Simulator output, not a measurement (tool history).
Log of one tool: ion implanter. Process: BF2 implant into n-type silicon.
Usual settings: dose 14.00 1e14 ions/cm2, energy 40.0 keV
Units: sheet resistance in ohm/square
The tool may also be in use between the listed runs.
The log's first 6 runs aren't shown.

run,day,dose,energy,"read-back reference wafer on the same gauge, sheet resistance",sheet resistance
7,11.621,14.00,46.5,108.97,108.09
8,13.221,14.00,40.0,109.03,114.16
9,15.371,16.98,40.0,108.99,106.84
10,16.442,16.98,40.0,108.93,106.58
11,19.308,16.98,40.0,109.06,106.08
12,20.758,14.00,40.0,109.00,113.72
13,23.429,14.00,40.0,108.99,113.36
14,25.179,14.00,40.0,109.01,113.18
15,27.475,14.00,32.5,108.99,123.27
16,29.025,11.29,52.5,108.95,118.39
17,30.312,16.62,45.5,108.93,101.61
# day 34.904: extraction supply calibrated
18,35.433,14.00,31.0,109.03,125.68
19,38.312,10.42,45.0,109.01,129.47
# day 39.092: Faraday cup replaced and dose calibrated
20,40.400,14.00,34.0,109.03,118.94
21,42.288,14.00,40.0,108.93,112.08
# day 42.508: gauge calibrated
22,43.325,12.77,27.0,108.99,134.46
23,44.517,14.00,49.5,109.05,103.70
24,47.033,14.00,40.0,108.99,112.03
25,49.683,15.50,30.0,109.01,122.58
26,51.571,17.54,48.5,109.10,96.51
27,52.912,11.15,31.0,109.03,136.54
28,55.883,11.95,48.0,108.99,114.79
29,58.558,12.90,44.5,108.95,112.51
30,60.342,14.00,40.0,108.99,112.64
31,63.183,10.73,32.0,109.01,138.44

Forecast each of these 4 alternatives for the next run:
A,63.200,14.00,40.0,?,?
B,63.200,15.78,27.0,?,?
C,63.200,11.72,53.5,?,?
D,63.200,17.56,36.0,?,?

run,"read-back reference wafer on the same gauge, sheet resistance",sheet resistance
A,109.03,112.81
B,109.03,127.75
C,109.03,113.68
D,109.03,110.13
Without the tool's hidden state the same runs would have given:
run,sheet resistance
A,111.57
B,126.98
C,111.56
D,109.49
